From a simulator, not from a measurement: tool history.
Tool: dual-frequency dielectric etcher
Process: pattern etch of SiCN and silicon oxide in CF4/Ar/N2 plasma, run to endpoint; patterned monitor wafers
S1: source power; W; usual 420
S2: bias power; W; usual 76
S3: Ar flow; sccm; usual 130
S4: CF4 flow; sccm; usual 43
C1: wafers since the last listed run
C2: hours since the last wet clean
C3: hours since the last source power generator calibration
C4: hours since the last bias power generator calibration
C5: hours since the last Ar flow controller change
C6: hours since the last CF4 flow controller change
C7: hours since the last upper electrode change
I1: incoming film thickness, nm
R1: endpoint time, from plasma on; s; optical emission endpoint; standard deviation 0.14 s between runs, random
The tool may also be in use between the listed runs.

Run 1, hour 0: usual settings but S3 143 sccm; C1 0; C2 174.1; C3 1299.7; C4 3991.5; C5 2672.6; C6 5559.3; C7 2478.1; I1 14.57. Result: R1 18.1 s.
Run 2, hour 33.1: usual settings; C1 573; C2 207.2; C3 1332.8; C4 4024.6; C5 2705.7; C6 5592.4; C7 2511.2; I1 14.43. Result: R1 17.9 s.
Run 3, hour 62: usual settings; C1 500; C2 236.1; C3 1361.7; C4 4053.5; C5 2734.6; C6 5621.3; C7 2540.1; I1 14.7. Result: R1 18.2 s.
Run 4, hour 74: usual settings; C1 207; C2 248.1; C3 1373.7; C4 4065.5; C5 2746.6; C6 5633.3; C7 2552.1; I1 14.51. Result: R1 18 s.
Run 5, hour 94.5: usual settings; C1 355; C2 268.6; C3 1394.2; C4 4086; C5 2767.1; C6 5653.8; C7 2572.6; I1 14.55. Result: R1 18.3 s.
Run 6, hour 122.2: usual settings; C1 480; C2 296.3; C3 1421.9; C4 4113.7; C5 2794.8; C6 5681.5; C7 2600.3; I1 14.58. Result: R1 18.3 s.
Run 7, hour 137.9: usual settings; C1 272; C2 312; C3 1437.6; C4 4129.4; C5 2810.5; C6 5697.2; C7 2616; I1 14.59. Result: R1 18.2 s.
Run 8, hour 152.1: usual settings; C1 246; C2 326.2; C3 1451.8; C4 4143.6; C5 2824.7; C6 5711.4; C7 2630.2; I1 14.48. Result: R1 18.2 s.
At hour 193.9: source power generator calibrated.
At hour 201.1: upper electrode replaced.
Run 9, hour 201.6: usual settings; C1 664; C2 375.7; C3 7.7; C4 4193.1; C5 2874.2; C6 5760.9; C7 0.5; I1 14.49. Result: R1 18.2 s.
Run 10, hour 215.9: usual settings but S3 118 sccm; C1 247; C2 390; C3 22; C4 4207.4; C5 2888.5; C6 5775.2; C7 14.8; I1 14.55. Result: R1 18 s.
At hour 243.5: CF4 flow controller replaced.
Run 11, hour 244: usual settings but S1 340 W, S2 64 W, S4 39 sccm; C1 382; C2 418.1; C3 50.1; C4 4235.5; C5 2916.6; C6 0.5; C7 42.9; I1 14.59. Result: R1 22.5 s.
At hour 276.5: wet clean of the chamber.
At hour 277.3: Ar flow controller replaced.
Run 12, hour 277.8: usual settings but S1 360 W, S2 58 W, S3 145 sccm, S4 47 sccm; C1 157; C2 1.3; C3 83.9; C4 4269.3; C5 0.5; C6 34.3; C7 76.7; I1 14.44. Result: R1 21 s.
Run 13, hour 285.1: usual settings but S1 450 W, S2 67 W, S4 48 sccm; C1 126; C2 8.6; C3 91.2; C4 4276.6; C5 7.8; C6 41.6; C7 84; I1 14.55. Result: R1 17.4 s.
Run 14, hour 314.3: usual settings but S1 360 W, S4 32 sccm; C1 506; C2 37.8; C3 120.4; C4 4305.8; C5 37; C6 70.8; C7 113.2; I1 14.51. Result: R1 20.6 s.
Run 15, hour 329.6: usual settings but S3 153 sccm, S4 39 sccm; C1 265; C2 53.1; C3 135.7; C4 4321.1; C5 52.3; C6 86.1; C7 128.5; I1 14.5. Result: R1 18.4 s.
At hour 353.1: bias power generator calibrated.
Run 16, hour 364.5: usual settings but S2 90 W; C1 535; C2 88; C3 170.6; C4 11.4; C5 87.2; C6 121; C7 163.4; I1 14.52. Result: R1 17.2 s.
Run 17, hour 390.7: usual settings but S2 71 W, S3 152 sccm; C1 454; C2 114.2; C3 196.8; C4 37.6; C5 113.4; C6 147.2; C7 189.6; I1 14.53. Result: R1 18.9 s.
Run 18, hour 418.1: usual settings but S1 460 W, S2 58 W; C1 474; C2 141.6; C3 224.2; C4 65; C5 140.8; C6 174.6; C7 217; I1 14.38. Result: R1 18.1 s.
Run 19, hour 432.3: usual settings but S3 104 sccm, S4 39 sccm; C1 246; C2 155.8; C3 238.4; C4 79.2; C5 155; C6 188.8; C7 231.2; I1 14.4. Result: R1 17.7 s.
Run 20, hour 504.1: usual settings but S2 60 W, S3 118 sccm, S4 54 sccm; C1 1244; C2 227.6; C3 310.2; C4 151; C5 226.8; C6 260.6; C7 303; I1 14.38. Result: R1 18.2 s.
Run 21, hour 535.1: usual settings but S3 118 sccm; C1 537; C2 258.6; C3 341.2; C4 182; C5 257.8; C6 291.6; C7 334; I1 14.52. Result: R1 17.9 s.
Run 22, hour 567.3: usual settings but S3 156 sccm; C1 558; C2 290.8; C3 373.4; C4 214.2; C5 290; C6 323.8; C7 366.2; I1 14.48. Result: R1 18.6 s.
Run 23, hour 599.7: usual settings; C1 561; C2 323.2; C3 405.8; C4 246.6; C5 322.4; C6 356.2; C7 398.6; I1 14.61. Result: R1 18.2 s.
Run 24, hour 627.1: usual settings; C1 474; C2 350.6; C3 433.2; C4 274; C5 349.8; C6 383.6; C7 426; I1 14.4. Result: R1 18.1 s.

Below, some changes in R1 between adjacent runs. For each, the amount present without the hidden state too (settings, incoming material, random variation) and the amount remaining for the hidden state with gauge scatter not shared by both compared results:
Hidden state at play: etch rate over this chamber's usual, %; source power that arrives over what is set, %; bias power that arrives over what is set, %; Ar flow that arrives over what is set, %; CF4 flow that arrives over what is set, %.
Run 10 -> 11: S1 420 -> 340, S2 76 -> 64, S3 118 -> 130, S4 43 -> 39, CF4 flow controller replaced. R1 +4.5 s: hidden state +0.1, all else +4.4.
Run 11 -> 12: S1 340 -> 360, S2 64 -> 58, S3 130 -> 145, S4 39 -> 47, wet clean of the chamber, Ar flow controller replaced. R1 -1.5 s: hidden state -0.5, all else -1.
Run 12 -> 13: S1 360 -> 450, S2 58 -> 67, S3 145 -> 130, S4 47 -> 48. R1 -3.6 s: hidden state +0, all else -3.6.
Run 19 -> 20: S2 76 -> 60, S3 104 -> 118, S4 39 -> 54. R1 +0.5 s: hidden state +0.2, all else +0.3.
